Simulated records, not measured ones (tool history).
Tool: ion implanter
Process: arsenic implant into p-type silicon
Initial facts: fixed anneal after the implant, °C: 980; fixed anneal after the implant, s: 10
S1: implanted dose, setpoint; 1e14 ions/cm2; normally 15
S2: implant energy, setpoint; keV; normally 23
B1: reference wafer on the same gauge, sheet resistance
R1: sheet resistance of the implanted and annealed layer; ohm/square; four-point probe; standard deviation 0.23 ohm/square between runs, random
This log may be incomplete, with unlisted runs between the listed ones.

run 1 hour=0 | S1=15 S2=19 | B1=121 | R1=137.26
-- hour=24.3 gauge calibrated
run 2 hour=95.7 | S1=15 S2=19 | B1=121.01 | R1=137.63
run 3 hour=174.2 | S1=15 S2=27 | B1=121 | R1=116.94
run 4 hour=213.8 | S1=15 S2=27 | B1=121 | R1=116.71
run 5 hour=267.5 | S1=15 S2=27 | B1=121.04 | R1=116.55
run 6 hour=356.2 | S1=15 S2=23 | B1=120.95 | R1=125.64
-- hour=365.4 extraction supply calibrated
-- hour=386.6 Faraday cup replaced and dose calibrated
run 7 hour=403.4 | S1=15 S2=23 | B1=121 | R1=123.99
run 8 hour=474 | S1=15 S2=23 | B1=120.99 | R1=123.92
run 9 hour=523.8 | S1=15 S2=28 | B1=121.04 | R1=113.26
run 10 hour=629.3 | S1=16.78 S2=31 | B1=121.04 | R1=104.53
run 11 hour=819.3 | S1=13.38 S2=25 | B1=120.98 | R1=123.66
run 12 hour=884.6 | S1=10.89 S2=25.5 | B1=120.99 | R1=131.83
-- hour=933.8 gauge calibrated
run 13 hour=957.7 | S1=15 S2=23 | B1=120.97 | R1=124.68
run 14 hour=1015 | S1=15 S2=23 | B1=121.01 | R1=124.9
run 15 hour=1095.1 | S1=16.5 S2=25.5 | B1=121 | R1=116.75
run 16 hour=1198.5 | S1=12.65 S2=30 | B1=121.01 | R1=116.36

Consider 5 possible next runs. They are alternatives, not a sequence: every one starts from the tool as it was left by run 16. What does each give?
run A hour=1198.9 | S1=15 S2=23 | B1=? | R1=?
run B hour=1198.9 | S1=12.21 S2=25.5 | B1=? | R1=?
run C hour=1198.9 | S1=18.94 S2=21 | B1=? | R1=?
run D hour=1198.9 | S1=12.63 S2=19.5 | B1=? | R1=?
run E hour=1198.9 | S1=12.41 S2=27.5 | B1=? | R1=?

run=A B1=120.97 R1=125.38
run=B B1=120.97 R1=126.69
run=C B1=120.97 R1=125.78
run=D B1=120.97 R1=140.57
run=E B1=120.97 R1=122.01
Without the tool's unlogged condition, the same runs would have read:
run=A R1=123.82
run=B R1=125.28
run=C R1=124.16
run=D R1=139.01
run=E R1=120.66

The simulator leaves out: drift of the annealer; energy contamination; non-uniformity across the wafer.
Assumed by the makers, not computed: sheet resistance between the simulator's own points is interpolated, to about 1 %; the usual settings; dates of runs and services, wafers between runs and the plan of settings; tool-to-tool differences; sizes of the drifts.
